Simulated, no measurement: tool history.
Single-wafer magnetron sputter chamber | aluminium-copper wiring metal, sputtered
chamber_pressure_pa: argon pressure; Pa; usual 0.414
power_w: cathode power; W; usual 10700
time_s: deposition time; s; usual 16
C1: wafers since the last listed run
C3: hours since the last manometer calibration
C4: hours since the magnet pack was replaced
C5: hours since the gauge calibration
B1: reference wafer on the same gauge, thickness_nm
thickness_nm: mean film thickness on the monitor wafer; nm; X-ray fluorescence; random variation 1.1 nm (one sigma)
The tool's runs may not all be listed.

run 1 day=0 | chamber_pressure_pa=0.414 power_w=10700 time_s=16 | C1=0 wafers_on_the_sputter_target=1789 C3=1481.6 C4=4111 C5=890.7 | B1=334.18 | thickness_nm=297.431
run 2 day=3.3 | chamber_pressure_pa=0.414 power_w=10700 time_s=16 | C1=1585 wafers_on_the_sputter_target=3375 C3=1560.8 C4=4190.2 C5=969.9 | B1=334.031 | thickness_nm=295.777
run 3 day=7.688 | chamber_pressure_pa=0.414 power_w=10700 time_s=16 | C1=2108 wafers_on_the_sputter_target=5483 C3=1666.1 C4=4295.5 C5=1075.2 | B1=334.021 | thickness_nm=299.06
run 4 day=10.608 | chamber_pressure_pa=0.414 power_w=10700 time_s=16 | C1=1403 wafers_on_the_sputter_target=6886 C3=1736.2 C4=4365.6 C5=1145.3 | B1=333.802 | thickness_nm=299.266
-- day=11.954 sputter target and shields replaced
run 5 day=12.912 | chamber_pressure_pa=0.414 power_w=10700 time_s=16 | C1=947 wafers_on_the_sputter_target=461 C3=1791.5 C4=4420.9 C5=1200.6 | B1=333.764 | thickness_nm=297.275
run 6 day=16.312 | chamber_pressure_pa=0.414 power_w=10700 time_s=16 | C1=1633 wafers_on_the_sputter_target=2095 C3=1873.1 C4=4502.5 C5=1282.2 | B1=333.737 | thickness_nm=298.93
run 7 day=20.025 | chamber_pressure_pa=0.414 power_w=10700 time_s=16 | C1=1783 wafers_on_the_sputter_target=3878 C3=1962.2 C4=4591.6 C5=1371.3 | B1=333.927 | thickness_nm=299.192
run 8 day=24.508 | chamber_pressure_pa=0.313 power_w=10700 time_s=16 | C1=2154 wafers_on_the_sputter_target=6033 C3=2069.8 C4=4699.2 C5=1478.9 | B1=334.218 | thickness_nm=314.184
-- day=25.729 gauge calibrated
-- day=26.862 sputter target and shields replaced
run 9 day=26.983 | chamber_pressure_pa=0.313 power_w=10700 time_s=16 | C1=1029 wafers_on_the_sputter_target=58 C3=2129.2 C4=4758.6 C5=30.1 | B1=334.066 | thickness_nm=312.758
run 10 day=29.988 | chamber_pressure_pa=0.313 power_w=10700 time_s=16 | C1=1443 wafers_on_the_sputter_target=1502 C3=2201.3 C4=4830.7 C5=102.2 | B1=333.952 | thickness_nm=313.233
run 11 day=34.379 | chamber_pressure_pa=0.414 power_w=12100 time_s=18.1 | C1=2110 wafers_on_the_sputter_target=3612 C3=2306.7 C4=4936.1 C5=207.6 | B1=334.188 | thickness_nm=379.052
-- day=36.933 magnet pack replaced
run 12 day=36.958 | chamber_pressure_pa=0.414 power_w=12100 time_s=18.1 | C1=1079 wafers_on_the_sputter_target=4691 C3=2368.6 C4=0.6 C5=269.5 | B1=334.12 | thickness_nm=379.573
-- day=38.662 capacitance manometer re-zeroed and calibrated
run 13 day=38.683 | chamber_pressure_pa=0.414 power_w=10700 time_s=16 | C1=668 wafers_on_the_sputter_target=5360 C3=0.5 C4=42 C5=310.9 | B1=333.767 | thickness_nm=294.37
run 14 day=41.4 | chamber_pressure_pa=0.541 power_w=11550 time_s=14 | C1=1305 wafers_on_the_sputter_target=6665 C3=65.7 C4=107.2 C5=376.1 | B1=334.07 | thickness_nm=257.931
-- day=43.088 sputter target and shields replaced
run 15 day=44.45 | chamber_pressure_pa=0.414 power_w=10700 time_s=17 | C1=1305 wafers_on_the_sputter_target=655 C3=138.9 C4=180.4 C5=449.3 | B1=334.036 | thickness_nm=314.979
run 16 day=47.842 | chamber_pressure_pa=0.414 power_w=10700 time_s=16 | C1=1629 wafers_on_the_sputter_target=2285 C3=220.3 C4=261.8 C5=530.7 | B1=334.405 | thickness_nm=293.575
run 17 day=50.508 | chamber_pressure_pa=0.414 power_w=9200 time_s=16 | C1=1281 wafers_on_the_sputter_target=3566 C3=284.3 C4=325.8 C5=594.7 | B1=333.918 | thickness_nm=257.944
run 18 day=52.692 | chamber_pressure_pa=0.414 power_w=10700 time_s=16 | C1=1049 wafers_on_the_sputter_target=4615 C3=336.7 C4=378.2 C5=647.1 | B1=334.148 | thickness_nm=294.11
run 19 day=57.112 | chamber_pressure_pa=0.5 power_w=8750 time_s=14.3 | C1=2124 wafers_on_the_sputter_target=6740 C3=442.8 C4=484.3 C5=753.2 | B1=333.894 | thickness_nm=211.715
-- day=58.738 sputter target and shields replaced
run 20 day=58.758 | chamber_pressure_pa=0.283 power_w=8750 time_s=18 | C1=630 wafers_on_the_sputter_target=9 C3=482.3 C4=523.8 C5=792.7 | B1=333.971 | thickness_nm=297.602
run 21 day=60.579 | chamber_pressure_pa=0.263 power_w=10700 time_s=13.1 | C1=874 wafers_on_the_sputter_target=884 C3=526 C4=567.5 C5=836.4 | B1=334.221 | thickness_nm=259.673
run 22 day=64.788 | chamber_pressure_pa=0.414 power_w=10700 time_s=14.8 | C1=2022 wafers_on_the_sputter_target=2906 C3=627 C4=668.5 C5=937.4 | B1=333.985 | thickness_nm=273.771
run 23 day=68.204 | chamber_pressure_pa=0.331 power_w=10700 time_s=16 | C1=1641 wafers_on_the_sputter_target=4547 C3=709 C4=750.5 C5=1019.4 | B1=334.166 | thickness_nm=309.611
run 24 day=71.592 | chamber_pressure_pa=0.414 power_w=9650 time_s=18.8 | C1=1627 wafers_on_the_sputter_target=6175 C3=790.3 C4=831.8 C5=1100.7 | B1=334.068 | thickness_nm=317.649
run 25 day=74.725 | chamber_pressure_pa=0.371 power_w=13350 time_s=16 | C1=1505 wafers_on_the_sputter_target=7681 C3=865.5 C4=907 C5=1175.9 | B1=333.837 | thickness_nm=369.866
-- day=75.121 sputter target and shields replaced
run 26 day=79.046 | chamber_pressure_pa=0.414 power_w=10700 time_s=16 | C1=1916 wafers_on_the_sputter_target=1885 C3=969.2 C4=1010.7 C5=1279.6 | B1=334.174 | thickness_nm=299.679

How the hidden state differs across the entries between the runs, from the last listed run before each to the first after it:
Between runs 4 and 5: sputter target and shields replaced (day 11.954)
  true argon pressure above the setpoint (%): -8.11 -> -8.43
  measured less the result without the state, thickness_nm: +4.948 -> +5.106 nm
Between runs 8 and 9: gauge calibrated (day 25.729); sputter target and shields replaced (day 26.862)
  true argon pressure above the setpoint (%): -10 -> -10.4
  measured less the result without the state, thickness_nm: +5.027 -> +5.174 nm
Between runs 11 and 12: magnet pack replaced (day 36.933)
  true argon pressure above the setpoint (%): -11.4 -> -11.7
  measured less the result without the state, thickness_nm: +8.773 -> +9.057 nm
Between runs 12 and 13: capacitance manometer re-zeroed and calibrated (day 38.662)
  true argon pressure above the setpoint (%): -11.7 -> -1.5
  measured less the result without the state, thickness_nm: +9.057 -> +0.904 nm
Between runs 14 and 15: sputter target and shields replaced (day 43.088)
  true argon pressure above the setpoint (%): -1.88 -> -2.29
  measured less the result without the state, thickness_nm: +1.247 -> +1.478 nm
Between runs 19 and 20: sputter target and shields replaced (day 58.738)
  true argon pressure above the setpoint (%): -4.03 -> -4.26
  measured less the result without the state, thickness_nm: +2.055 -> +1.86 nm
Between runs 25 and 26: sputter target and shields replaced (day 75.121)
  true argon pressure above the setpoint (%): -6.46 -> -7.05
  measured less the result without the state, thickness_nm: +4.43 -> +4.309 nm
